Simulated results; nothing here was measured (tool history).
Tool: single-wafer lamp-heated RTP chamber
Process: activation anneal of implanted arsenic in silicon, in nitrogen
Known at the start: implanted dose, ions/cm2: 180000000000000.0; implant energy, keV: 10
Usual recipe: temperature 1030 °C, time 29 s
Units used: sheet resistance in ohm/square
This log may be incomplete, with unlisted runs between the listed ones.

| run | hour | temperature | time | wafers since the last listed run | wafers since the last pyrometer calibration | wafers since the reflector plate was cleaned | hours since the gauge calibration | read-back reference wafer on the same gauge, sheet resistance | sheet resistance |
|---|---|---|---|---|---|---|---|---|---|
| 1 | 0.0 | 1030 | 29 | 0 | 2327 | 5147 | 220.6 | 504.98 | 493.33 |
| 2 | 11.8 | 1030 | 29 | 164 | 2492 | 5312 | 232.4 | 505.08 | 495.22 |
| 3 | 28.7 | 1030 | 29 | 236 | 2729 | 5548 | 249.3 | 504.89 | 493.55 |
| 4 | 43.5 | 1030 | 29 | 206 | 2935 | 5755 | 264.1 | 504.88 | 492.57 |
| 5 | 51.9 | 1021 | 25 | 117 | 3053 | 5872 | 272.5 | 504.98 | 499.32 |
| 6 | 61.5 | 1021 | 25 | 134 | 3187 | 6007 | 282.1 | 505.19 | 499.97 |
| 7 | 72.6 | 1021 | 25 | 155 | 3342 | 6162 | 293.2 | 505.27 | 500.16 |
| 8 | 83.9 | 1030 | 29 | 157 | 3500 | 6320 | 304.5 | 504.81 | 492.66 |
| 9 | 93.7 | 1030 | 29 | 136 | 3637 | 6457 | 314.3 | 505.13 | 493.81 |
| 10 | 102.5 | 1030 | 29 | 122 | 3760 | 6580 | 323.1 | 504.91 | 493.70 |
|  | 120.8 | pyrometer window cleaned and pyrometer calibrated |
| 11 | 121.3 | 1030 | 29 | 150 | 7 | 6731 | 341.9 | 505.16 | 498.92 |
| 12 | 136.4 | 1030 | 29 | 211 | 218 | 6942 | 357.0 | 505.13 | 497.70 |
| 13 | 143.7 | 1030 | 29 | 102 | 320 | 7044 | 364.3 | 505.05 | 495.53 |
| 14 | 152.4 | 1030 | 39 | 121 | 442 | 7165 | 373.0 | 504.70 | 490.60 |
| 15 | 186.8 | 1030 | 39 | 480 | 923 | 7646 | 407.4 | 505.48 | 488.29 |
| 16 | 197.8 | 1030 | 39 | 153 | 1076 | 7800 | 418.4 | 504.94 | 489.61 |
| 17 | 213.5 | 1010 | 21 | 219 | 1296 | 8019 | 434.1 | 505.08 | 505.83 |
| 18 | 229.4 | 1030 | 29 | 222 | 1518 | 8242 | 450.0 | 505.11 | 494.13 |
| 19 | 243.5 | 1030 | 36 | 197 | 1715 | 8439 | 464.1 | 504.85 | 487.86 |
| 20 | 251.5 | 1030 | 29 | 111 | 1827 | 8550 | 472.1 | 504.96 | 492.16 |
| 21 | 260.2 | 1030 | 45 | 121 | 1949 | 8672 | 480.8 | 505.12 | 483.18 |
| 22 | 270.9 | 1044 | 12 | 149 | 2098 | 8822 | 491.5 | 505.14 | 501.73 |
|  | 271.1 | gauge calibrated |
| 23 | 281.9 | 1046 | 15 | 153 | 2252 | 8975 | 10.8 | 505.00 | 496.29 |
| 24 | 292.1 | 1055 | 29 | 142 | 2394 | 9118 | 21.0 | 505.09 | 479.92 |
|  | 307.6 | reflector plate cleaned |
| 25 | 309.2 | 1047 | 15 | 127 | 2522 | 22 | 38.1 | 505.18 | 499.60 |
| 26 | 325.3 | 1030 | 29 | 225 | 2747 | 247 | 54.2 | 505.15 | 495.94 |
| 27 | 340.0 | 1054 | 16 | 205 | 2952 | 452 | 68.9 | 504.84 | 496.07 |
| 28 | 346.5 | 1048 | 18 | 90 | 3043 | 543 | 75.4 | 504.97 | 495.54 |
| 29 | 363.6 | 1048 | 18 | 239 | 3282 | 782 | 92.5 | 505.36 | 496.99 |
| 30 | 378.6 | 1030 | 45 | 209 | 3492 | 992 | 107.5 | 504.93 | 486.96 |
| 31 | 390.1 | 1007 | 36 | 160 | 3652 | 1153 | 119.0 | 504.90 | 500.51 |
| 32 | 400.2 | 1054 | 29 | 141 | 3794 | 1294 | 129.1 | 505.11 | 483.06 |
|  | 415.8 | pyrometer window cleaned and pyrometer calibrated |
| 33 | 416.3 | 1030 | 29 | 113 | 6 | 1407 | 145.2 | 505.50 | 501.37 |
| 34 | 420.1 | 1030 | 29 | 53 | 59 | 1460 | 149.0 | 505.13 | 499.69 |
| 35 | 426.6 | 1041 | 41 | 90 | 150 | 1551 | 155.5 | 504.49 | 489.72 |
| 36 | 440.0 | 1030 | 29 | 187 | 337 | 1738 | 168.9 | 505.35 | 499.14 |
| 37 | 447.2 | 1030 | 29 | 100 | 438 | 1839 | 176.1 | 504.93 | 498.74 |
| 38 | 453.9 | 1059 | 42 | 93 | 532 | 1932 | 182.8 | 505.14 | 478.26 |

What differs in the tool's unlogged condition from the final listed run ahead of each entry between runs to the first listed run following it?
In the gap between runs 10 and 11: pyrometer window cleaned and pyrometer calibrated (hour 120.8)
  true wafer temperature minus pyrometer reading, K: 13.2 -> 0.569; wafer temperature error from the tarnished reflector plate, K: 5.09 -> 5.47
  measured less the result without the state, sheet resistance: -7.19 -> -2.23 ohm/square
In the gap between runs 22 and 23: gauge calibrated (hour 271.1)
  true wafer temperature minus pyrometer reading, K: 10.6 -> 10.9; wafer temperature error from the tarnished reflector plate, K: 9.07 -> 9.37
  measured less the result without the state, sheet resistance: -5.80 -> -6.83 ohm/square
In the gap between runs 24 and 25: reflector plate cleaned (hour 307.6)
  true wafer temperature minus pyrometer reading, K: 11.1 -> 11.4; wafer temperature error from the tarnished reflector plate, K: 9.66 -> 0.737
  measured less the result without the state, sheet resistance: -10.52 -> -3.99 ohm/square
In the gap between runs 32 and 33: pyrometer window cleaned and pyrometer calibrated (hour 415.8)
  true wafer temperature minus pyrometer reading, K: 12.5 -> 0.299; wafer temperature error from the tarnished reflector plate, K: 0.917 -> 0.985
  measured less the result without the state, sheet resistance: -6.49 -> -0.47 ohm/square
